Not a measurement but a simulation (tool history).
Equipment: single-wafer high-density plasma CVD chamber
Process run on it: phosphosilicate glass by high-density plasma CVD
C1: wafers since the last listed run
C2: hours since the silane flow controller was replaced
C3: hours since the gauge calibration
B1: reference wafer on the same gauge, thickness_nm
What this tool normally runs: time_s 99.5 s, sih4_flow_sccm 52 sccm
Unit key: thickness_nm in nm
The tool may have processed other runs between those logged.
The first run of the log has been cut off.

{"run": 2, "hour": 8.7, "time_s": 99.5, "sih4_flow_sccm": 52, "C1": 88, "C2": 3040.0, "C3": 231.3, "B1": 430.022, "thickness_nm": 468.288}
{"run": 3, "hour": 22.6, "time_s": 83.8, "sih4_flow_sccm": 47, "C1": 140, "C2": 3053.9, "C3": 245.2, "B1": 430.043, "thickness_nm": 361.029}
{"run": 4, "hour": 36.2, "time_s": 99.5, "sih4_flow_sccm": 45, "C1": 137, "C2": 3067.5, "C3": 258.8, "B1": 430.002, "thickness_nm": 411.387}
{"run": 5, "hour": 52.8, "time_s": 84.7, "sih4_flow_sccm": 57, "C1": 168, "C2": 3084.1, "C3": 275.4, "B1": 430.05, "thickness_nm": 432.301}
{"run": 6, "hour": 63.6, "time_s": 85.2, "sih4_flow_sccm": 47, "C1": 109, "C2": 3094.9, "C3": 286.2, "B1": 429.876, "thickness_nm": 366.114}
{"run": 7, "hour": 76.2, "time_s": 85.2, "sih4_flow_sccm": 47, "C1": 127, "C2": 3107.5, "C3": 298.8, "B1": 430.107, "thickness_nm": 367.747}
{"run": 8, "hour": 85.8, "time_s": 85.2, "sih4_flow_sccm": 47, "C1": 97, "C2": 3117.1, "C3": 308.4, "B1": 429.93, "thickness_nm": 366.54}
{"run": 9, "hour": 95.9, "time_s": 110.9, "sih4_flow_sccm": 52, "C1": 102, "C2": 3127.2, "C3": 318.5, "B1": 430.041, "thickness_nm": 519.868}
{"run": 10, "hour": 108.9, "time_s": 110.9, "sih4_flow_sccm": 52, "C1": 131, "C2": 3140.2, "C3": 331.5, "B1": 430.029, "thickness_nm": 522.507}
{"run": 11, "hour": 115.2, "time_s": 110.9, "sih4_flow_sccm": 52, "C1": 63, "C2": 3146.5, "C3": 337.8, "B1": 429.991, "thickness_nm": 522.396}
{"run": 12, "hour": 129.0, "time_s": 99.5, "sih4_flow_sccm": 52, "C1": 139, "C2": 3160.3, "C3": 351.6, "B1": 429.813, "thickness_nm": 468.773}
{"run": 13, "hour": 138.6, "time_s": 99.5, "sih4_flow_sccm": 52, "C1": 97, "C2": 3169.9, "C3": 361.2, "B1": 430.122, "thickness_nm": 467.84}
{"run": 14, "hour": 149.6, "time_s": 99.5, "sih4_flow_sccm": 52, "C1": 111, "C2": 3180.9, "C3": 372.2, "B1": 429.948, "thickness_nm": 467.181}
{"run": 15, "hour": 158.9, "time_s": 99.5, "sih4_flow_sccm": 52, "C1": 94, "C2": 3190.2, "C3": 381.5, "B1": 429.973, "thickness_nm": 468.382}
{"run": 16, "hour": 203.3, "time_s": 99.5, "sih4_flow_sccm": 52, "C1": 449, "C2": 3234.6, "C3": 425.9, "B1": 430.024, "thickness_nm": 468.089}
{"hour": 210.1, "done": "gauge calibrated"}
{"run": 17, "hour": 218.6, "time_s": 99.5, "sih4_flow_sccm": 58, "C1": 155, "C2": 3249.9, "C3": 8.5, "B1": 430.06, "thickness_nm": 515.23}
{"run": 18, "hour": 226.2, "time_s": 99.5, "sih4_flow_sccm": 42, "C1": 77, "C2": 3257.5, "C3": 16.1, "B1": 430.092, "thickness_nm": 387.672}
{"run": 19, "hour": 239.4, "time_s": 99.5, "sih4_flow_sccm": 46, "C1": 133, "C2": 3270.7, "C3": 29.3, "B1": 430.011, "thickness_nm": 420.648}
{"hour": 248.4, "done": "silane flow controller replaced"}
{"run": 20, "hour": 285.2, "time_s": 99.5, "sih4_flow_sccm": 47, "C1": 383, "C2": 36.8, "C3": 75.1, "B1": 430.146, "thickness_nm": 455.56}
{"run": 21, "hour": 296.5, "time_s": 90.7, "sih4_flow_sccm": 47, "C1": 114, "C2": 48.1, "C3": 86.4, "B1": 430.054, "thickness_nm": 415.117}
{"run": 22, "hour": 307.4, "time_s": 99.5, "sih4_flow_sccm": 52, "C1": 110, "C2": 59.0, "C3": 97.3, "B1": 430.102, "thickness_nm": 498.085}
{"run": 23, "hour": 313.7, "time_s": 99.5, "sih4_flow_sccm": 47, "C1": 63, "C2": 65.3, "C3": 103.6, "B1": 429.814, "thickness_nm": 454.854}
{"run": 24, "hour": 330.1, "time_s": 107.9, "sih4_flow_sccm": 52, "C1": 166, "C2": 81.7, "C3": 120.0, "B1": 430.056, "thickness_nm": 538.391}
{"run": 25, "hour": 347.5, "time_s": 99.5, "sih4_flow_sccm": 52, "C1": 176, "C2": 99.1, "C3": 137.4, "B1": 430.045, "thickness_nm": 496.197}
{"run": 26, "hour": 355.8, "time_s": 110.3, "sih4_flow_sccm": 62, "C1": 84, "C2": 107.4, "C3": 145.7, "B1": 429.925, "thickness_nm": 643.869}

Forecast run 27:
{"run": 27, "hour": 373.3, "time_s": 105.8, "sih4_flow_sccm": 61, "C1": 177, "C2": 124.9, "C3": 163.2, "B1": "?", "thickness_nm": "?"}

B1: 430.132
thickness_nm: 608.831 nm
Minus the tool's unlogged condition, the same run would have read thickness_nm 611.657 nm.
